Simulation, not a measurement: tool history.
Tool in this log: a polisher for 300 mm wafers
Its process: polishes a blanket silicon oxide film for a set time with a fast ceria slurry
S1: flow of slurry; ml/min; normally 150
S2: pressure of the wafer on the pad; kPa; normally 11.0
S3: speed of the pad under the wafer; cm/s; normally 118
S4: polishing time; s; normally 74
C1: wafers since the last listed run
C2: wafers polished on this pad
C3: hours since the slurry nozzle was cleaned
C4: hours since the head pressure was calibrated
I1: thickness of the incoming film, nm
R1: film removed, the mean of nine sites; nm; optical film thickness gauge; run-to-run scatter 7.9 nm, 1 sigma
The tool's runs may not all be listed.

| run | hour | S1 | S2 | S3 | S4 | C1 | C2 | C3 | C4 | I1 | R1 |
|---|---|---|---|---|---|---|---|---|---|---|---|
| 1 | 0.0 | 150 | 11.0 | 118 | 74 | 0 | 692 | 479.9 | 1082.7 | 3363.2 | 626.2 |
| 2 | 15.2 | 150 | 11.0 | 118 | 74 | 118 | 811 | 495.1 | 1097.9 | 3331.8 | 628.9 |
| 3 | 24.4 | 150 | 11.0 | 118 | 74 | 71 | 882 | 504.3 | 1107.1 | 3363.9 | 629.0 |
|  | 38.0 | worn pad replaced by a new one |
| 4 | 68.1 | 150 | 11.0 | 118 | 74 | 309 | 234 | 548.0 | 1150.8 | 3328.8 | 661.9 |
| 5 | 87.2 | 150 | 11.0 | 118 | 83 | 148 | 382 | 567.1 | 1169.9 | 3330.8 | 745.8 |
| 6 | 93.7 | 150 | 11.0 | 118 | 74 | 50 | 433 | 573.6 | 1176.4 | 3296.9 | 647.7 |
| 7 | 104.3 | 150 | 11.0 | 118 | 74 | 82 | 516 | 584.2 | 1187.0 | 3333.8 | 646.0 |
| 8 | 110.4 | 150 | 11.0 | 150 | 74 | 47 | 563 | 590.3 | 1193.1 | 3344.0 | 831.2 |
| 9 | 123.9 | 150 | 11.0 | 118 | 74 | 105 | 668 | 603.8 | 1206.6 | 3328.6 | 646.7 |
| 10 | 138.4 | 150 | 11.0 | 118 | 74 | 112 | 781 | 618.3 | 1221.1 | 3277.3 | 643.6 |
| 11 | 149.7 | 150 | 13.1 | 118 | 74 | 87 | 869 | 629.6 | 1232.4 | 3344.1 | 704.9 |
| 12 | 166.1 | 150 | 11.0 | 118 | 74 | 127 | 997 | 646.0 | 1248.8 | 3275.4 | 624.6 |
| 13 | 180.3 | 150 | 11.0 | 118 | 74 | 110 | 1107 | 660.2 | 1263.0 | 3298.9 | 612.2 |
|  | 186.5 | worn pad replaced by a new one |
| 14 | 187.1 | 150 | 11.0 | 118 | 74 | 21 | 4 | 667.0 | 1269.8 | 3328.8 | 681.0 |
| 15 | 193.6 | 185 | 11.0 | 118 | 74 | 50 | 55 | 673.5 | 1276.3 | 3281.0 | 704.3 |
|  | 200.4 | slurry nozzle cleaned |
| 16 | 205.4 | 150 | 11.0 | 118 | 74 | 84 | 139 | 5.0 | 1288.1 | 3299.7 | 671.8 |
| 17 | 221.0 | 135 | 9.0 | 158 | 87 | 121 | 260 | 20.6 | 1303.7 | 3330.8 | 866.7 |
| 18 | 237.6 | 150 | 11.0 | 118 | 74 | 129 | 389 | 37.2 | 1320.3 | 3325.6 | 651.1 |
| 19 | 250.4 | 170 | 12.4 | 118 | 52 | 99 | 489 | 50.0 | 1333.1 | 3304.4 | 507.0 |
| 20 | 257.0 | 150 | 11.0 | 118 | 74 | 51 | 540 | 56.6 | 1339.7 | 3313.2 | 651.0 |
| 21 | 268.9 | 150 | 15.2 | 118 | 51 | 92 | 633 | 68.5 | 1351.6 | 3322.0 | 574.3 |
| 22 | 278.6 | 190 | 11.0 | 134 | 74 | 75 | 709 | 78.2 | 1361.3 | 3328.2 | 748.6 |
| 23 | 304.0 | 150 | 11.0 | 118 | 74 | 197 | 906 | 103.6 | 1386.7 | 3311.7 | 627.8 |
|  | 309.0 | head pressure recalibrated |
|  | 315.7 | worn pad replaced by a new one, of another model than before |
| 24 | 318.2 | 150 | 11.0 | 118 | 74 | 63 | 19 | 117.8 | 9.2 | 3383.2 | 682.0 |
| 25 | 333.2 | 150 | 11.0 | 142 | 96 | 116 | 136 | 132.8 | 24.2 | 3335.6 | 994.4 |
| 26 | 341.3 | 190 | 11.0 | 118 | 62 | 63 | 199 | 140.9 | 32.3 | 3314.2 | 595.3 |
| 27 | 347.5 | 150 | 13.8 | 118 | 74 | 48 | 247 | 147.1 | 38.5 | 3308.1 | 751.6 |
| 28 | 357.6 | 175 | 9.0 | 118 | 93 | 78 | 325 | 157.2 | 48.6 | 3320.8 | 792.5 |
| 29 | 367.6 | 150 | 12.4 | 150 | 74 | 77 | 403 | 167.2 | 58.6 | 3340.8 | 814.3 |
| 30 | 382.6 | 150 | 11.0 | 118 | 74 | 116 | 520 | 182.2 | 73.6 | 3336.1 | 652.5 |
| 31 | 398.8 | 125 | 13.8 | 88 | 74 | 126 | 646 | 198.4 | 89.8 | 3248.9 | 558.2 |
| 32 | 410.0 | 170 | 9.0 | 118 | 74 | 87 | 733 | 209.6 | 101.0 | 3286.9 | 586.5 |
| 33 | 421.2 | 150 | 11.0 | 118 | 54 | 87 | 821 | 220.8 | 112.2 | 3305.7 | 452.3 |

Predict each of these 4 candidate next runs independently; none follows another, all start after run 33:
| A | 421.6 | 150 | 11.0 | 146 | 74 | 3 | 824 | 221.2 | 112.6 | 3306.2 | ? |
| B | 421.6 | 150 | 9.7 | 118 | 74 | 3 | 824 | 221.2 | 112.6 | 3306.2 | ? |
| C | 421.6 | 190 | 9.0 | 118 | 56 | 3 | 824 | 221.2 | 112.6 | 3306.2 | ? |
| D | 421.6 | 195 | 11.0 | 118 | 60 | 3 | 824 | 221.2 | 112.6 | 3306.2 | ? |

| run | R1 |
|---|---|
| A | 724.3 |
| B | 577.2 |
| C | 443.5 |
| D | 528.7 |
With no hidden state in the tool, these same runs would have given:
| run | R1 |
|---|---|
| A | 799.7 |
| B | 637.3 |
| C | 489.7 |
| D | 583.8 |
